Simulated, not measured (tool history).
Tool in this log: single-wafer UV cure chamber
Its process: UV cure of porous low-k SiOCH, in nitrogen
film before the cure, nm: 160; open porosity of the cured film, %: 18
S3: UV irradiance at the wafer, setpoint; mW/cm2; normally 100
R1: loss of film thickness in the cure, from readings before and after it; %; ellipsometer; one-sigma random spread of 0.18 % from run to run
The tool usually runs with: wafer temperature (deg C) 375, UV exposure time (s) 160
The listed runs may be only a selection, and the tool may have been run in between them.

run 1 hour=0 | wafer_temperature_(deg_C)=371 UV_exposure_time_(s)=160 S3=75 | R1=7.96
run 2 hour=46.7 | wafer_temperature_(deg_C)=371 UV_exposure_time_(s)=160 S3=75 | R1=7.78
run 3 hour=239.1 | wafer_temperature_(deg_C)=375 UV_exposure_time_(s)=160 S3=100 | R1=8.548
run 4 hour=264.1 | wafer_temperature_(deg_C)=375 UV_exposure_time_(s)=160 S3=100 | R1=8.881
run 5 hour=336 | wafer_temperature_(deg_C)=375 UV_exposure_time_(s)=160 S3=100 | R1=8.654
-- hour=414.4 quartz window cleaned
run 6 hour=419.8 | wafer_temperature_(deg_C)=375 UV_exposure_time_(s)=160 S3=100 | R1=9.164
run 7 hour=449.4 | wafer_temperature_(deg_C)=375 UV_exposure_time_(s)=160 S3=100 | R1=8.831
run 8 hour=512.9 | wafer_temperature_(deg_C)=363 UV_exposure_time_(s)=160 S3=100 | R1=8.338
run 9 hour=582.2 | wafer_temperature_(deg_C)=363 UV_exposure_time_(s)=160 S3=100 | R1=8.349
run 10 hour=739.8 | wafer_temperature_(deg_C)=362 UV_exposure_time_(s)=160 S3=100 | R1=7.746
run 11 hour=801.7 | wafer_temperature_(deg_C)=362 UV_exposure_time_(s)=160 S3=100 | R1=7.94
-- hour=871.5 quartz window cleaned
run 12 hour=984.6 | wafer_temperature_(deg_C)=362 UV_exposure_time_(s)=160 S3=100 | R1=7.974
run 13 hour=1056.4 | wafer_temperature_(deg_C)=375 UV_exposure_time_(s)=160 S3=100 | R1=8.187
run 14 hour=1091.2 | wafer_temperature_(deg_C)=375 UV_exposure_time_(s)=160 S3=100 | R1=8.254
run 15 hour=1123.2 | wafer_temperature_(deg_C)=375 UV_exposure_time_(s)=160 S3=100 | R1=8.121
run 16 hour=1164.6 | wafer_temperature_(deg_C)=375 UV_exposure_time_(s)=85 S3=100 | R1=5.523
run 17 hour=1205.9 | wafer_temperature_(deg_C)=375 UV_exposure_time_(s)=85 S3=100 | R1=5.429
run 18 hour=1252.1 | wafer_temperature_(deg_C)=375 UV_exposure_time_(s)=85 S3=100 | R1=5.149
run 19 hour=1323.9 | wafer_temperature_(deg_C)=375 UV_exposure_time_(s)=160 S3=100 | R1=7.579
-- hour=1335.1 UV bulbs replaced
-- hour=1349.1 quartz window cleaned
run 20 hour=1373.5 | wafer_temperature_(deg_C)=375 UV_exposure_time_(s)=160 S3=100 | R1=10.473
run 21 hour=1405.4 | wafer_temperature_(deg_C)=375 UV_exposure_time_(s)=160 S3=100 | R1=10.299
run 22 hour=1441.8 | wafer_temperature_(deg_C)=375 UV_exposure_time_(s)=220 S3=138 | R1=12.988
run 23 hour=1479 | wafer_temperature_(deg_C)=375 UV_exposure_time_(s)=80 S3=78 | R1=5.989
run 24 hour=1510.1 | wafer_temperature_(deg_C)=369 UV_exposure_time_(s)=190 S3=75 | R1=9.003
run 25 hour=1576.8 | wafer_temperature_(deg_C)=371 UV_exposure_time_(s)=160 S3=75 | R1=8.627
run 26 hour=1624.7 | wafer_temperature_(deg_C)=368 UV_exposure_time_(s)=235 S3=100 | R1=10.976
run 27 hour=1676.4 | wafer_temperature_(deg_C)=375 UV_exposure_time_(s)=160 S3=100 | R1=9.141
run 28 hour=1744.4 | wafer_temperature_(deg_C)=365 UV_exposure_time_(s)=110 S3=117 | R1=8
run 29 hour=1770.4 | wafer_temperature_(deg_C)=360 UV_exposure_time_(s)=160 S3=100 | R1=8.664
run 30 hour=1804.6 | wafer_temperature_(deg_C)=375 UV_exposure_time_(s)=160 S3=100 | R1=8.895
run 31 hour=1846.2 | wafer_temperature_(deg_C)=370 UV_exposure_time_(s)=110 S3=100 | R1=7.118
-- hour=1867.9 quartz window cleaned
run 32 hour=2025.6 | wafer_temperature_(deg_C)=375 UV_exposure_time_(s)=80 S3=78 | R1=5.079
run 33 hour=2079.7 | wafer_temperature_(deg_C)=367 UV_exposure_time_(s)=220 S3=112 | R1=10.906
run 34 hour=2116.7 | wafer_temperature_(deg_C)=384 UV_exposure_time_(s)=160 S3=112 | R1=9.528
run 35 hour=2172.6 | wafer_temperature_(deg_C)=367 UV_exposure_time_(s)=205 S3=84 | R1=8.963
run 36 hour=2237.6 | wafer_temperature_(deg_C)=375 UV_exposure_time_(s)=160 S3=110 | R1=8.877
run 37 hour=2287 | wafer_temperature_(deg_C)=375 UV_exposure_time_(s)=160 S3=100 | R1=8.259
run 38 hour=2350.5 | wafer_temperature_(deg_C)=389 UV_exposure_time_(s)=160 S3=131 | R1=9.248
run 39 hour=2414 | wafer_temperature_(deg_C)=387 UV_exposure_time_(s)=160 S3=100 | R1=8.127
-- hour=2448.2 quartz window cleaned
run 40 hour=2448.7 | wafer_temperature_(deg_C)=383 UV_exposure_time_(s)=160 S3=62 | R1=7.186
run 41 hour=2500.4 | wafer_temperature_(deg_C)=375 UV_exposure_time_(s)=160 S3=100 | R1=8.687
run 42 hour=2560.3 | wafer_temperature_(deg_C)=357 UV_exposure_time_(s)=160 S3=100 | R1=8.223
run 43 hour=2600 | wafer_temperature_(deg_C)=387 UV_exposure_time_(s)=105 S3=134 | R1=8.303

Measured less the same run without the tool's hidden state. The same run-to-run variation is in both; the gauge's scatter may not be:
What the log doesn't record here: lamp output below its setpoint, %; transmission lost against a clean window, %.
run=1 R1=-1.17
run=2 R1=-1.297
run=3 R1=-1.895
run=4 R1=-2.056
run=5 R1=-2.248
run=6 R1=-1.643
run=7 R1=-1.664
run=8 R1=-1.77
run=9 R1=-1.96
run=10 R1=-2.228
run=11 R1=-2.453
run=12 R1=-2.228
run=13 R1=-2.412
run=14 R1=-2.518
run=15 R1=-2.557
run=16 R1=-2.39
run=17 R1=-2.447
run=18 R1=-2.425
run=19 R1=-2.875
run=20 R1=-0.23
run=21 R1=-0.352
run=22 R1=-0.521
run=23 R1=-0.538
run=24 R1=-0.705
run=25 R1=-0.972
run=26 R1=-1.177
run=27 R1=-1.286
run=28 R1=-1.486
run=29 R1=-1.587
run=30 R1=-1.719
run=31 R1=-1.758
run=32 R1=-1.246
run=33 R1=-1.771
run=34 R1=-1.786
run=35 R1=-1.914
run=36 R1=-2.05
run=37 R1=-2.118
run=38 R1=-2.296
run=39 R1=-2.41
run=40 R1=-1.581
run=41 R1=-1.722
run=42 R1=-1.816
run=43 R1=-1.931
